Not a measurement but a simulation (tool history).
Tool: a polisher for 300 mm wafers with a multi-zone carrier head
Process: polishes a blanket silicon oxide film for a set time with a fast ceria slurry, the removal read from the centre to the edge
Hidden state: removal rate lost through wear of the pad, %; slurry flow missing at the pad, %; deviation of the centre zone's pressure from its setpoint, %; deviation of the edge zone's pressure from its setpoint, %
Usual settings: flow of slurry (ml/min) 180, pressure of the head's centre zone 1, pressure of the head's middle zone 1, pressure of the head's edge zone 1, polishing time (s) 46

run    hour  flow of slurry (ml/min)  pressure of the head's centre zone  pressure of the head's middle zone  pressure of the head's edge zone  polishing time (s)  wafers since the last listed run  wafers polished on this pad  hours since the slurry nozzle was cleaned  hours since the centre zone pressure was calibrated  hours since the edge zone pressure was calibrated  hours since the carrier head's membrane was replaced  incoming thickness of the incoming film, nm  film removed at the wafer's centre (angstrom)  film removed at mid-radius (angstrom)  film removed at the wafer's edge (angstrom)
  1       0                      180                                   1                                   1                                 1                  46                                 0                         2742                                       55.9                                                463.7                                              454.8                                                 844.2                                       2302.4                                           5291                                   5155                                         5140
  2   101.1                      180                                   1                                0.97                                 1                  46                               849                         3592                                        157                                                564.8                                              555.9                                                 945.3                                       2293.5                                           5158                                   4901                                         4968
      148.4  -- edge zone pressure recalibrated
      150.3  -- worn pad replaced by a new one
  3   201.4                      180                                   1                                0.97                                 1                  46                               810                          429                                      257.3                                                665.1                                                 53                                                1045.6                                       2316.6                                           5441                                   5104                                         5331
  4   345.2                      155                                0.92                                   1                                 1                  46                              1208                         1638                                      401.1                                                808.9                                              196.8                                                1189.4                                       2275.7                                           4697                                   4973                                         5051
      413.9  -- slurry nozzle cleaned
      494.4  -- centre zone pressure recalibrated
  5   606.8                      155                                0.92                                   1                                 1                  46                              2173                         3812                                      192.9                                                112.4                                              458.4                                                  1451                                       2322.9                                           4795                                   4860                                         4964
      627.4  -- worn pad replaced by a new one
  6   645.5                      180                                1.05                                   1                                 1                  50                               291                          152                                      231.6                                                151.1                                              497.1                                                1489.7                                       2294.8                                           6319                                   5699                                         5866
      705.4  -- edge zone pressure recalibrated
  7   747.8                      180                                   1                                   1                                 1                  46                               843                          995                                      333.9                                                253.4                                               42.4                                                  1592                                       2311.1                                           5392                                   5101                                         5169
  8   850.6                      180                                1.05                                   1                                 1                  50                               864                         1859                                      436.7                                                356.2                                              145.2                                                1694.8                                         2322                                           5914                                   5285                                         5632
      910.8  -- carrier head's membrane replaced by a new one
  9   930.2                      180                                   1                                   1                                 1                  46                               627                         2486                                      516.3                                                435.8                                              224.8                                                  19.4                                       2298.2                                           4998                                   4860                                         4956
      958.3  -- slurry nozzle cleaned
 10  1009.4                      180                                0.94                                   1                                 1                  46                               657                         3144                                       51.1                                                  515                                                304                                                  98.6                                       2324.3                                           5047                                   5034                                         5027
 11  1058.8                      180                                 0.9                                 1.1                                 1                  46                               415                         3559                                      100.5                                                564.4                                              353.4                                                   148                                       2341.2                                           4667                                   5336                                         4921
 12  1115.8                      160                                   1                                1.08                                 1                  46                               479                         4038                                      157.5                                                621.4                                              410.4                                                   205                                       2315.6                                           5106                                   5033                                         4964
     1187.1  -- edge zone pressure recalibrated
 13    1207                      180                                   1                                0.91                              1.09                  38                               749                         4788                                      248.7                                                712.6                                               19.9                                                 296.2                                       2307.2                                           4214                                   3690                                         4154
     1232.5  -- worn pad replaced by a new one
 14  1245.6                      135                                   1                                   1                                 1                  32                               290                          110                                      287.3                                                751.2                                               58.5                                                 334.8                                       2319.6                                           3623                                   3423                                         3596
 15  1289.9                      180                                   1                                1.06                                 1                  37                               372                          482                                      331.6                                                795.5                                              102.8                                                 379.1                                         2270                                           4435                                   4294                                         4366
 16  1340.6                      180                                0.89                                   1                                 1                  46                               426                          909                                      382.3                                                846.2                                              153.5                                                 429.8                                       2314.8                                           4936                                   5145                                         5252
 17    1440                      180                                0.93                                1.06                              1.05                  52                               835                         1744                                      481.7                                                945.6                                              252.9                                                 529.2                                         2291                                           5459                                   5714                                         5803
     1543.6  -- slurry nozzle cleaned
     1548.2  -- centre zone pressure recalibrated
 18  1548.7                      180                                0.92                                1.06                                 1                  39                               888                         2633                                        5.1                                                  0.5                                              361.6                                                 637.9                                       2290.5                                           4117                                   4440                                         4347
 19    1638                      135                                   1                                   1                                 1                  46                               750                         3383                                       94.4                                                 89.8                                              450.9                                                 727.2                                       2278.8                                           4958                                   4739                                         4855
     1699.7  -- worn pad replaced by a new one
 20    1701                      180                                   1                                   1                              1.09                  36                               495                           10                                      157.4                                                152.8                                              513.9                                                 790.2                                       2277.1                                           4296                                   4179                                         4397
     1742.9  -- edge zone pressure recalibrated
 21  1803.8                      125                                   1                                 1.1                                 1                  46                               847                          858                                      260.2                                                255.6                                               60.9                                                   893                                       2307.9                                           5064                                   5239                                         5002
 22  2016.9                      180                                1.11                                   1                                 1                  51                              1791                         2649                                      473.3                                                468.7                                                274                                                1106.1                                       2329.8                                           6198                                   5303                                         5559
 23  2083.2                      180                                   1                                   1                                 1                  46                               557                         3206                                      539.6                                                  535                                              340.3                                                1172.4                                       2314.1                                           4851                                   4630                                         4779

Forecast each of these 3 alternatives for the next run:
  A  2083.6                      180                                   1                                   1                                 1                  46                                 3                         3210                                        540                                                535.4                                              340.7                                                1172.8                                       2295.4                                              ?                                      ?                                            ?
  B  2083.6                      165                                   1                                   1                              0.92                  46                                 3                         3210                                        540                                                535.4                                              340.7                                                1172.8                                       2295.4                                              ?                                      ?                                            ?
  C  2083.6                      180                                 0.9                                 0.9                              0.93                  46                                 3                         3210                                        540                                                535.4                                              340.7                                                1172.8                                       2295.4                                              ?                                      ?                                            ?

run  film removed at the wafer's centre (angstrom)  film removed at mid-radius (angstrom)  film removed at the wafer's edge (angstrom)
  A                                           4799                                   4618                                         4747
  B                                           4722                                   4553                                         4518
  C                                           4386                                   4230                                         4592
Without the tool's hidden state the same runs would have given:
run  film removed at the wafer's centre (angstrom)  film removed at mid-radius (angstrom)  film removed at the wafer's edge (angstrom)
  A                                           5556                                   5301                                         5344
  B                                           5494                                   5248                                         5099
  C                                           5079                                   4856                                         5170

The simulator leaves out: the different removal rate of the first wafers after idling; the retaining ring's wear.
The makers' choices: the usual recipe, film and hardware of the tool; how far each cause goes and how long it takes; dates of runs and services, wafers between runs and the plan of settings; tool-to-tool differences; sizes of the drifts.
